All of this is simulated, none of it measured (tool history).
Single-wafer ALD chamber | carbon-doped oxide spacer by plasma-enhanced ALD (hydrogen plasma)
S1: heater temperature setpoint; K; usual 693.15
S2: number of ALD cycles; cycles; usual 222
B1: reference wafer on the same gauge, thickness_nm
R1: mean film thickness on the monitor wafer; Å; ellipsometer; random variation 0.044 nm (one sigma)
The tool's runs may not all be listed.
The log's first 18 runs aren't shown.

| run | hour | S1 | S2 | B1 | R1 |
|---|---|---|---|---|---|
| 19 | 1353.4 | 697.15 | 222 | 8.204 | 99.5 |
| 20 | 1634.8 | 693.15 | 222 | 8.203 | 101.53 |
| 21 | 1706.2 | 682.15 | 209 | 8.206 | 98.87 |
| 22 | 1805.5 | 693.15 | 222 | 8.199 | 101.66 |
| 23 | 1860.7 | 693.15 | 222 | 8.196 | 101.12 |
| 24 | 2084.6 | 693.15 | 237 | 8.2 | 108.6 |
| 25 | 2178.7 | 702.15 | 196 | 8.203 | 86.96 |
| 26 | 2216.8 | 693.15 | 222 | 8.206 | 101.84 |
| 27 | 2322.7 | 698.15 | 207 | 8.199 | 93.15 |
| 28 | 2368 | 703.15 | 247 | 8.204 | 108.5 |
| 29 | 2442.3 | 697.15 | 222 | 8.195 | 99.94 |
| 30 | 2482.8 | 681.15 | 222 | 8.195 | 105.8 |
| 31 | 2559.7 | 701.15 | 186 | 8.194 | 82.48 |
| 32 | 2660.4 | 688.15 | 222 | 8.196 | 105.03 |
| 33 | 2758.9 | 700.15 | 222 | 8.198 | 100.17 |
| 34 | 2852.3 | 684.15 | 222 | 8.198 | 105.23 |
| 35 | 2896.3 | 681.15 | 207 | 8.206 | 99.63 |
| 36 | 3139.5 | 680.15 | 222 | 8.201 | 107.91 |
| 37 | 3237.3 | 706.15 | 255 | 8.203 | 113.26 |
| 38 | 3294 | 697.15 | 204 | 8.205 | 92.73 |
| 39 | 3344.4 | 702.15 | 244 | 8.2 | 109.04 |

5 ways to go on from here, each from the tool as it stands after run 39. What would each give?
| A | 3345.1 | 693.15 | 222 | ? | ? |
| B | 3345.1 | 685.15 | 222 | ? | ? |
| C | 3345.1 | 689.15 | 205 | ? | ? |
| D | 3345.1 | 684.15 | 200 | ? | ? |
| E | 3345.1 | 679.15 | 178 | ? | ? |

| run | B1 | R1 |
|---|---|---|
| A | 8.198 | 103.04 |
| B | 8.198 | 106.01 |
| C | 8.198 | 96.52 |
| D | 8.198 | 95.84 |
| E | 8.198 | 86.78 |
Without the tool's hidden state the same runs would have given:
| run | R1 |
|---|---|
| A | 101.82 |
| B | 104.78 |
| C | 95.39 |
| D | 94.73 |
| E | 85.8 |
